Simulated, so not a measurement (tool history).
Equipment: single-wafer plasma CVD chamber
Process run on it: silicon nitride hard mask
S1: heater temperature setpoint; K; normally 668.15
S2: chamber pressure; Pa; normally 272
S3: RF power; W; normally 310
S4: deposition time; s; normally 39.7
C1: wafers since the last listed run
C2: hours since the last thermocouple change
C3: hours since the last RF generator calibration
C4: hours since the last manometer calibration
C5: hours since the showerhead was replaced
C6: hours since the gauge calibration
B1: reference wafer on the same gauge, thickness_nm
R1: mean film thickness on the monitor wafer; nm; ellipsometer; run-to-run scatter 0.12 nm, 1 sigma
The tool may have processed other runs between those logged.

run	day	S1	S2	S3	S4	C1	C2	C3	C4	C5	C6	B1	R1
1	0	668.15	272	310	39.7	0	1867.2	1698.4	494.3	6775.3	2057.5	42.328	48.986
2	1.212	668.15	272	310	39.7	307	1896.3	1727.5	523.4	6804.4	2086.6	42.315	49.087
# day 4.079: showerhead replaced
3	4.1	668.15	272	310	39.7	646	1965.6	1796.8	592.7	0.5	2155.9	42.311	48.987
4	5.342	657.15	272	310	39.7	314	1995.4	1826.6	622.5	30.3	2185.7	42.297	49.347
5	7.821	668.15	253	270	39.7	627	2054.9	1886.1	682	89.8	2245.2	42.293	44.232
# day 9.554: thermocouple changed; heater temperature recalibrated
6	10.233	668.15	272	310	39.7	526	16.3	1944	739.9	147.7	2303.1	42.288	48.994
7	11.671	668.15	272	370	39.7	364	50.8	1978.5	774.4	182.2	2337.6	42.299	54.691
# day 13.075: gauge calibrated
8	13.725	668.15	272	310	42.7	520	100.1	2027.8	823.7	231.5	15.6	42.277	52.957
9	15.962	654.15	272	310	39.7	566	153.8	2081.5	877.4	285.2	69.3	42.305	49.102
10	17.971	655.15	272	355	39.7	508	202	2129.7	925.6	333.4	117.5	42.294	53.411
11	19.754	653.15	272	255	35.3	451	244.8	2172.5	968.4	376.2	160.3	42.309	38.385
12	21.683	668.15	319	310	45.2	488	291.1	2218.8	1014.7	422.5	206.6	42.302	56.947
13	23.588	668.15	272	310	39.7	482	336.8	2264.5	1060.4	468.2	252.3	42.309	49.053
14	25.517	681.15	300	290	46.8	488	383.1	2310.8	1106.7	514.5	298.6	42.315	55.62
15	28.358	668.15	272	310	46.4	719	451.3	2379	1174.9	582.7	366.8	42.28	57.191
16	30.229	659.15	272	310	39.7	473	496.2	2423.9	1219.8	627.6	411.7	42.306	48.93
17	32.396	656.15	272	310	33	548	548.2	2475.9	1271.8	679.6	463.7	42.303	40.723
# day 32.742: RF generator calibrated
# day 34.508: capacitance manometer re-zeroed and calibrated
18	34.546	668.15	272	310	39.7	375	599.8	43.3	0.9	731.2	515.3	42.294	49.002
19	35.967	673.15	221	330	42	359	633.9	77.4	35	765.3	549.4	42.308	52.116
20	38.933	654.15	216	255	34.7	751	705.1	148.6	106.2	836.5	620.6	42.307	36.388
21	41.721	668.15	272	310	39.7	705	772	215.5	173.1	903.4	687.5	42.324	48.999
22	44.638	677.15	272	350	39.7	738	842	285.5	243.1	973.4	757.5	42.316	52.718
23	45.975	668.15	272	310	39.7	338	874.1	317.6	275.2	1005.5	789.6	42.263	49.263
24	49.054	665.15	272	310	39.7	779	948	391.5	349.1	1079.4	863.5	42.279	49.237
25	55.504	658.15	272	310	39.7	1633	1102.8	546.3	503.9	1234.2	1018.3	42.283	49.487
26	57.854	683.15	272	310	39.7	595	1159.2	602.7	560.3	1290.6	1074.7	42.302	49.118
27	60.404	668.15	228	310	41.8	645	1220.4	663.9	621.5	1351.8	1135.9	42.306	50.654

What if the next run were any one of these 5? Each begins from the tool's condition after run 27:
A	60.421	668.15	272	365	39.7	4	1220.8	664.3	621.9	1352.2	1136.3	?	?
B	60.421	653.15	313	310	39.7	4	1220.8	664.3	621.9	1352.2	1136.3	?	?
C	60.421	659.15	244	330	31.8	4	1220.8	664.3	621.9	1352.2	1136.3	?	?
D	60.421	668.15	251	310	31.9	4	1220.8	664.3	621.9	1352.2	1136.3	?	?
E	60.421	654.15	237	310	39.7	4	1220.8	664.3	621.9	1352.2	1136.3	?	?

run	B1	R1
A	42.306	54.563
B	42.306	50.708
C	42.306	40.562
D	42.306	39.126
E	42.306	48.507
Without the tool's unlogged condition, the same runs would have read:
run	R1
A	54.281
B	50.45
C	40.338
D	38.923
E	48.235
